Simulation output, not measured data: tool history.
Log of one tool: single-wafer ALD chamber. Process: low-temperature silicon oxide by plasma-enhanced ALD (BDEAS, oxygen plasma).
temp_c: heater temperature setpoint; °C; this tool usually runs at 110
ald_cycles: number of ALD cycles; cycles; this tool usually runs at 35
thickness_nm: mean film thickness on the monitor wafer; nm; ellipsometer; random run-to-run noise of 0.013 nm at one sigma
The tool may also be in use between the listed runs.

| run | hour | temp_c | ald_cycles | wafers since the last listed run | hours since the last thermocouple change | hours since the gauge calibration | read-back reference wafer on the same gauge, thickness_nm | thickness_nm |
|---|---|---|---|---|---|---|---|---|
| 1 | 0.0 | 110 | 35 | 0 | 893.9 | 513.0 | 5.782 | 4.831 |
|  | 21.3 | thermocouple changed; heater temperature recalibrated |
| 2 | 54.6 | 110 | 35 | 293 | 33.3 | 567.6 | 5.775 | 4.866 |
| 3 | 98.5 | 110 | 38 | 276 | 77.2 | 611.5 | 5.776 | 5.284 |
| 4 | 166.0 | 110 | 38 | 425 | 144.7 | 679.0 | 5.783 | 5.281 |
| 5 | 247.6 | 115 | 35 | 513 | 226.3 | 760.6 | 5.777 | 4.823 |
| 6 | 333.6 | 115 | 35 | 541 | 312.3 | 846.6 | 5.783 | 4.820 |
| 7 | 398.0 | 110 | 35 | 405 | 376.7 | 911.0 | 5.779 | 4.841 |
| 8 | 532.4 | 110 | 35 | 846 | 511.1 | 1045.4 | 5.781 | 4.841 |
| 9 | 747.7 | 113 | 35 | 1355 | 726.4 | 1260.7 | 5.778 | 4.844 |
| 10 | 798.6 | 113 | 35 | 320 | 777.3 | 1311.6 | 5.779 | 4.824 |
| 11 | 872.8 | 113 | 35 | 467 | 851.5 | 1385.8 | 5.772 | 4.851 |
|  | 912.5 | thermocouple changed; heater temperature recalibrated |
| 12 | 1116.6 | 110 | 32 | 1484 | 204.1 | 1629.6 | 5.779 | 4.441 |
| 13 | 1163.7 | 110 | 32 | 296 | 251.2 | 1676.7 | 5.778 | 4.418 |
| 14 | 1202.3 | 110 | 32 | 243 | 289.8 | 1715.3 | 5.773 | 4.430 |
| 15 | 1244.8 | 110 | 35 | 267 | 332.3 | 1757.8 | 5.783 | 4.835 |
| 16 | 1318.9 | 110 | 35 | 466 | 406.4 | 1831.9 | 5.781 | 4.847 |
| 17 | 1419.2 | 110 | 35 | 631 | 506.7 | 1932.2 | 5.773 | 4.844 |
| 18 | 1465.8 | 110 | 33 | 293 | 553.3 | 1978.8 | 5.782 | 4.565 |
| 19 | 1509.6 | 96 | 32 | 275 | 597.1 | 2022.6 | 5.776 | 4.563 |
| 20 | 1557.9 | 110 | 35 | 304 | 645.4 | 2070.9 | 5.781 | 4.836 |
| 21 | 1652.5 | 96 | 35 | 595 | 740.0 | 2165.5 | 5.783 | 5.016 |
| 22 | 1732.9 | 110 | 35 | 506 | 820.4 | 2245.9 | 5.780 | 4.848 |
| 23 | 1772.7 | 115 | 29 | 250 | 860.2 | 2285.7 | 5.784 | 3.977 |
| 24 | 1862.9 | 100 | 40 | 567 | 950.4 | 2375.9 | 5.776 | 5.635 |
|  | 1947.5 | thermocouple changed; heater temperature recalibrated |
| 25 | 1957.6 | 102 | 38 | 545 | 10.1 | 2470.6 | 5.776 | 5.360 |
|  | 1999.8 | gauge calibrated |
| 26 | 2060.2 | 115 | 31 | 646 | 112.7 | 60.4 | 5.783 | 4.272 |
| 27 | 2152.0 | 110 | 35 | 578 | 204.5 | 152.2 | 5.781 | 4.851 |
| 28 | 2258.6 | 110 | 35 | 671 | 311.1 | 258.8 | 5.781 | 4.872 |
| 29 | 2338.1 | 120 | 42 | 500 | 390.6 | 338.3 | 5.781 | 5.733 |
| 30 | 2404.7 | 110 | 31 | 419 | 457.2 | 404.9 | 5.780 | 4.299 |
| 31 | 2486.9 | 110 | 40 | 517 | 539.4 | 487.1 | 5.789 | 5.558 |
| 32 | 2558.7 | 122 | 35 | 452 | 611.2 | 558.9 | 5.782 | 4.764 |
| 33 | 2596.4 | 105 | 31 | 237 | 648.9 | 596.6 | 5.779 | 4.356 |
| 34 | 2696.2 | 97 | 35 | 628 | 748.7 | 696.4 | 5.782 | 4.965 |

How the hidden state differs across the entries between the runs, from the last listed run before each to the first after it:
From run 1 to run 2: thermocouple changed; heater temperature recalibrated (hour 21.3)
  the hidden state is the same at both runs
From run 11 to run 12: thermocouple changed; heater temperature recalibrated (hour 912.5)
  the hidden state is the same at both runs
From run 24 to run 25: thermocouple changed; heater temperature recalibrated (hour 1947.5)
  the hidden state is the same at both runs
From run 25 to run 26: gauge calibrated (hour 1999.8)
  the hidden state is the same at both runs
